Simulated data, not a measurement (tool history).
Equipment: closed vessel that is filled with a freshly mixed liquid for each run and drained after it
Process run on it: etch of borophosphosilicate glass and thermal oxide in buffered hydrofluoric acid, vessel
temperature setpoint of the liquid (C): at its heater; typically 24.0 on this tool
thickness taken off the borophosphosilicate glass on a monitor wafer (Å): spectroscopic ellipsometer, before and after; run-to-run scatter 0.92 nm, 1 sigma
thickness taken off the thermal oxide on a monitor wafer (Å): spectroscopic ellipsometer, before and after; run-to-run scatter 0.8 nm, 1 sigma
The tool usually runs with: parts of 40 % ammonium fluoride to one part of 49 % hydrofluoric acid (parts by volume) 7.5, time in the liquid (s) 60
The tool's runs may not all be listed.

run,hour,temperature setpoint of the liquid (C),parts of 40 % ammonium fluoride to one part of 49 % hydrofluoric acid (parts by volume),time in the liquid (s),wafers since the last listed run,hours since the thermometer was replaced,hours since the hydrofluoric acid flow meter was replaced,hours since the gauge calibration,"read-back film thickness of the borophosphosilicate glass reference wafer, read on the same gauge (nm)","read-back film thickness of the thermal oxide reference wafer, read on the same gauge (nm)",thickness taken off the borophosphosilicate glass on a monitor wafer (Å),thickness taken off the thermal oxide on a monitor wafer (Å)
1,0.0,24.0,6.0,60,0,722.2,1265.3,56.5,39.99,60.00,2914.9,1226.9
2,33.1,24.0,7.5,85,4030,755.3,1298.4,89.6,39.99,59.98,3319.2,1421.0
3,90.2,24.0,7.5,85,6953,812.4,1355.5,146.7,40.01,59.99,3316.6,1426.9
4,149.5,24.0,10.0,60,7221,871.7,1414.8,206.0,39.98,59.98,1783.6,777.5
5,176.3,24.0,10.0,60,3263,898.5,1441.6,232.8,40.00,60.01,1790.8,766.9
6,225.1,24.0,10.0,60,5942,947.3,1490.4,281.6,39.96,59.99,1792.5,767.5
7,281.7,24.0,7.5,60,6892,1003.9,1547.0,338.2,40.02,60.00,2354.1,1000.7
8,327.9,24.0,7.5,60,5626,1050.1,1593.2,384.4,39.99,60.01,2341.6,1018.4
9,369.4,24.0,7.5,60,5053,1091.6,1634.7,425.9,40.05,60.00,2346.2,1015.9
10,398.0,21.0,7.5,60,3482,1120.2,1663.3,454.5,40.01,59.99,1984.1,857.5
11,447.8,24.0,7.5,60,6064,1170.0,1713.1,504.3,40.00,60.02,2343.8,1013.1
12,517.5,25.5,7.5,90,8487,1239.7,1782.8,574.0,40.01,60.03,3801.5,1641.2
13,720.8,24.0,7.5,60,24756,1443.0,1986.1,777.3,40.00,59.99,2323.1,1009.4
# hour 737.7: gauge calibrated
14,781.3,20.0,7.5,60,7367,1503.5,2046.6,43.6,40.02,60.00,1877.7,814.5
# hour 784.2: hydrofluoric acid flow meter replaced
15,818.1,24.0,7.5,75,4359,1540.3,33.9,80.4,39.99,60.00,2903.2,1257.4
16,889.9,25.5,9.0,30,8743,1612.1,105.7,152.2,39.99,60.03,1043.7,450.8
17,940.3,28.0,5.5,60,6137,1662.5,156.1,202.6,39.99,60.03,3856.4,1674.1
# hour 979.3: thermometer replaced
18,984.6,24.0,7.5,60,5272,5.3,200.4,246.9,39.97,59.97,2331.0,1012.5
19,1049.1,20.5,6.5,75,7854,69.8,264.9,311.4,40.00,59.98,2811.6,1192.0
20,1118.1,24.0,7.5,85,8402,138.8,333.9,380.4,40.00,59.96,3310.4,1416.8
21,1160.3,24.0,7.5,30,5138,181.0,376.1,422.6,39.94,59.99,1163.8,504.7
22,1198.6,24.0,7.5,60,4664,219.3,414.4,460.9,39.99,60.01,2341.1,1005.9
23,1224.8,20.5,7.5,60,3190,245.5,440.6,487.1,39.93,59.98,1928.4,848.9
24,1274.1,24.0,6.0,40,6003,294.8,489.9,536.4,39.97,60.03,1930.0,828.8
25,1330.9,24.0,7.5,60,6916,351.6,546.7,593.2,40.05,60.03,2330.9,1022.8

What if the next run were any one of these 4? Each begins from the tool's condition after run 25:
A,1331.6,24.0,7.5,60,85,352.3,547.4,593.9,?,?,?,?
B,1331.6,21.0,5.0,30,85,352.3,547.4,593.9,?,?,?,?
C,1331.6,24.0,5.0,60,85,352.3,547.4,593.9,?,?,?,?
D,1331.6,20.0,7.5,80,85,352.3,547.4,593.9,?,?,?,?

run,"read-back film thickness of the borophosphosilicate glass reference wafer, read on the same gauge (nm)","read-back film thickness of the thermal oxide reference wafer, read on the same gauge (nm)",thickness taken off the borophosphosilicate glass on a monitor wafer (Å),thickness taken off the thermal oxide on a monitor wafer (Å)
A,40.00,60.00,2347.6,1009.2
B,40.00,60.00,1446.8,614.8
C,40.00,60.00,3401.7,1449.7
D,40.00,60.00,2517.7,1079.0
With no hidden state in the tool, these same runs would have given:
run,thickness taken off the borophosphosilicate glass on a monitor wafer (Å),thickness taken off the thermal oxide on a monitor wafer (Å)
A,2347.6,1009.2
B,1446.8,614.8
C,3401.7,1449.7
D,2517.7,1079.0
